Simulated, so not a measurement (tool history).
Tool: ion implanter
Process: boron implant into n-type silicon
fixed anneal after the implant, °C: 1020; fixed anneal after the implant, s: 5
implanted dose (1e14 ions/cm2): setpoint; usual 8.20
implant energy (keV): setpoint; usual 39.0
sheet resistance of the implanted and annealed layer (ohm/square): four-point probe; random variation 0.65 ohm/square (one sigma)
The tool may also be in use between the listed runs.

run,hour,implanted dose (1e14 ions/cm2),implant energy (keV),wafers since the last listed run,hours since the last dose calibration,hours since the extraction supply was calibrated,hours since the gauge calibration,"read-back reference wafer on the same gauge, sheet resistance",sheet resistance of the implanted and annealed layer (ohm/square)
1,0.0,8.20,39.0,0,467.2,2415.8,1761.8,118.87,134.98
2,65.3,8.20,39.0,975,532.5,2481.1,1827.1,119.14,136.44
3,161.3,8.20,39.0,1433,628.5,2577.1,1923.1,118.93,134.40
# hour 205.8: Faraday cup replaced and dose calibrated
4,217.9,8.20,28.5,725,12.1,2633.7,1979.7,119.03,141.94
5,269.7,8.20,28.5,773,63.9,2685.5,2031.5,119.06,141.84
6,308.7,8.20,33.0,582,102.9,2724.5,2070.5,118.92,140.38
7,364.9,8.20,33.0,839,159.1,2780.7,2126.7,118.97,139.72
8,436.7,8.20,33.0,1072,230.9,2852.5,2198.5,119.02,138.94
9,521.2,8.20,44.0,1261,315.4,2937.0,2283.0,118.96,136.86
10,626.6,7.68,43.5,1573,420.8,3042.4,2388.4,119.00,143.20
11,680.5,7.68,43.5,804,474.7,3096.3,2442.3,119.11,143.38
12,776.5,7.68,43.5,1433,570.7,3192.3,2538.3,118.91,143.25
13,838.5,9.05,39.0,925,632.7,3254.3,2600.3,118.92,124.63
# hour 898.2: extraction supply calibrated
14,928.2,9.05,39.0,1219,722.4,30.0,2690.0,119.01,123.21
# hour 1010.1: Faraday cup replaced and dose calibrated
15,1027.6,8.20,39.0,1364,17.5,129.4,2789.4,119.04,140.76
# hour 1079.2: gauge calibrated
16,1134.1,9.70,33.5,1590,124.0,235.9,54.9,119.03,121.77
17,1178.2,9.72,28.5,658,168.1,280.0,99.0,118.95,124.06
18,1229.9,6.81,27.0,771,219.8,331.7,150.7,119.06,168.24
19,1320.2,6.84,46.0,1348,310.1,422.0,241.0,119.03,159.09
20,1408.8,8.20,39.0,1322,398.7,510.6,329.6,119.00,138.49
21,1474.1,9.78,29.0,975,464.0,575.9,394.9,119.07,121.95
22,1539.8,8.20,28.5,981,529.7,641.6,460.6,118.95,139.87
23,1604.5,8.20,39.0,966,594.4,706.3,525.3,119.06,137.04
# hour 1660.8: Faraday cup replaced and dose calibrated
24,1686.6,7.21,25.5,1106,25.8,788.4,607.4,119.11,159.68
25,1962.2,6.73,28.5,4115,301.4,1064.0,883.0,118.97,166.67
26,2019.0,8.20,42.5,848,358.2,1120.8,939.8,119.00,136.90
27,2059.6,8.20,32.0,606,398.8,1161.4,980.4,118.96,139.18
28,2198.0,8.20,39.0,2066,537.2,1299.8,1118.8,119.02,135.02
29,2296.5,8.90,35.5,1470,635.7,1398.3,1217.3,119.06,126.63

The same runs without the tool's hidden state, with the same run-to-run variation:
The hidden state here: deviation of the true dose from the Faraday cup's reading, %; deviation of the true energy from its setpoint, %; gauge reads high (%).
run,sheet resistance of the implanted and annealed layer (ohm/square)
1,137.21
2,139.36
3,138.40
4,141.51
5,141.45
6,140.07
7,139.57
8,139.09
9,137.47
10,144.66
11,145.35
12,146.28
13,127.98
14,127.63
15,139.47
16,120.79
17,123.18
18,167.26
19,158.79
20,138.87
21,122.81
22,141.60
23,139.41
24,160.08
25,168.25
26,138.51
27,141.21
28,138.24
29,130.77

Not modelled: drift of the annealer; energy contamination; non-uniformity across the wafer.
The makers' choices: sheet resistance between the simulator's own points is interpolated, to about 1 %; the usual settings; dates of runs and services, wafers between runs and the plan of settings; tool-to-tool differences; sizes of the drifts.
